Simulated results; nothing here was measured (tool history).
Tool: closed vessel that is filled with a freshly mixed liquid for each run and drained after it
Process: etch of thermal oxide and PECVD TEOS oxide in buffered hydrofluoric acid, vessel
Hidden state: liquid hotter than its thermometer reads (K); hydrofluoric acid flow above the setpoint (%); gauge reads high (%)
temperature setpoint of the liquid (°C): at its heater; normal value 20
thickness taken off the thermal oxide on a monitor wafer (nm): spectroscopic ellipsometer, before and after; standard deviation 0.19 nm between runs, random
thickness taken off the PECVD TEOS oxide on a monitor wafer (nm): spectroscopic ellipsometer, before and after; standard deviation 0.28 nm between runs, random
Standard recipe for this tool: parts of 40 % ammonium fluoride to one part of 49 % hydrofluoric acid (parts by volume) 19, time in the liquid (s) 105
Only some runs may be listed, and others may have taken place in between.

run,hour,temperature setpoint of the liquid (°C),parts of 40 % ammonium fluoride to one part of 49 % hydrofluoric acid (parts by volume),time in the liquid (s),wafers since the last listed run,hours since the thermometer was replaced,hours since the hydrofluoric acid flow meter was replaced,hours since the gauge calibration,"read-back film thickness of the thermal oxide reference wafer, read on the same gauge (nm)","read-back film thickness of the PECVD TEOS oxide reference wafer, read on the same gauge (nm)",thickness taken off the thermal oxide on a monitor wafer (nm),thickness taken off the PECVD TEOS oxide on a monitor wafer (nm)
1,0,20,19,105,0,1806.3,685.6,1201.7,110.01,109.97,54.37,58.98
2,15.5,21.5,19,105,2178,1821.8,701.1,1217.2,109.98,110.05,58.99,64.12
3,38.3,20,19,105,3204,1844.6,723.9,1240,109.98,109.94,54.36,59.19
# hour 65.7: hydrofluoric acid flow meter replaced
4,69.1,20,19,80,4187,1875.4,3.4,1270.8,109.97,109.96,41.56,45.29
5,81.6,21.5,19,140,1756,1887.9,15.9,1283.3,110.02,110,78.23,85.39
6,111,23,26,140,4131,1917.3,45.3,1312.7,109.99,109.98,67.46,73.58
7,138.2,17,17,140,3822,1944.5,72.5,1339.9,110.01,109.98,68.3,74.02
# hour 170.4: gauge calibrated
8,212.2,17,25.5,145,10399,2018.5,146.5,41.8,109.99,109.94,50.92,54.84
9,234.6,20,19,105,3147,2040.9,168.9,64.2,109.97,110,54.42,58.59
10,252.5,18,22.5,45,2515,2058.8,186.8,82.1,110.02,110.01,18.2,19.69
11,269.8,20,19,105,2431,2076.1,204.1,99.4,109.98,110.03,54.45,59.1
12,296.9,20,19,105,3808,2103.2,231.2,126.5,110.01,110.04,54.22,58.47
13,317,23,12.5,105,2824,2123.3,251.3,146.6,110.01,110.03,96.56,104.87
14,345.8,18,11.5,105,4047,2152.1,280.1,175.4,110.03,109.94,79.96,86.33
15,374.7,22.5,19,105,4061,2181,309,204.3,109.97,109.97,62.96,67.77
# hour 387.6: thermometer replaced
16,401.4,20,14,105,3611,13.8,335.7,231,110.01,110.01,73.17,79.43
17,418.5,20,19,105,2403,30.9,352.8,248.1,110,110.02,54.15,58.98
18,440.9,20,19,105,3147,53.3,375.2,270.5,109.97,110.01,53.97,58.38
19,464.7,20,19,105,3344,77.1,399,294.3,110,110.07,54.1,59.05
20,481.3,22,21,80,2332,93.7,415.6,310.9,110.01,109.98,42.54,46.43
21,516.8,23,19,105,4988,129.2,451.1,346.4,110,109.99,64.13,68.83
22,536.1,20,19,105,2712,148.5,470.4,365.7,109.99,110.03,54.61,58.65
23,560.1,17,19,130,3372,172.5,494.4,389.7,109.99,110.01,56.65,61.31
24,575.6,20,23.5,165,2178,188,509.9,405.2,109.98,109.99,72.68,78.82
25,604.9,20,19,75,4117,217.3,539.2,434.5,110,109.98,38.69,42.27

5 options for the next run, each taken on its own from the tool as it stands now. Forecast them:
A,605.6,18,19,105,98,218,539.9,435.2,?,?,?,?
B,605.6,17,12,60,98,218,539.9,435.2,?,?,?,?
C,605.6,20,19,135,98,218,539.9,435.2,?,?,?,?
D,605.6,20,19,155,98,218,539.9,435.2,?,?,?,?
E,605.6,20,19,140,98,218,539.9,435.2,?,?,?,?

run,"read-back film thickness of the thermal oxide reference wafer, read on the same gauge (nm)","read-back film thickness of the PECVD TEOS oxide reference wafer, read on the same gauge (nm)",thickness taken off the thermal oxide on a monitor wafer (nm),thickness taken off the PECVD TEOS oxide on a monitor wafer (nm)
A,109.98,110.04,48.49,52.55
B,109.98,110.04,41.14,44.58
C,109.98,110.04,69.81,75.64
D,109.98,110.04,80.15,86.85
E,109.98,110.04,72.39,78.44
Without the tool's unlogged condition, the same runs would have read:
run,thickness taken off the thermal oxide on a monitor wafer (nm),thickness taken off the PECVD TEOS oxide on a monitor wafer (nm)
A,48.49,52.55
B,41.14,44.58
C,69.81,75.64
D,80.15,86.85
E,72.39,78.44

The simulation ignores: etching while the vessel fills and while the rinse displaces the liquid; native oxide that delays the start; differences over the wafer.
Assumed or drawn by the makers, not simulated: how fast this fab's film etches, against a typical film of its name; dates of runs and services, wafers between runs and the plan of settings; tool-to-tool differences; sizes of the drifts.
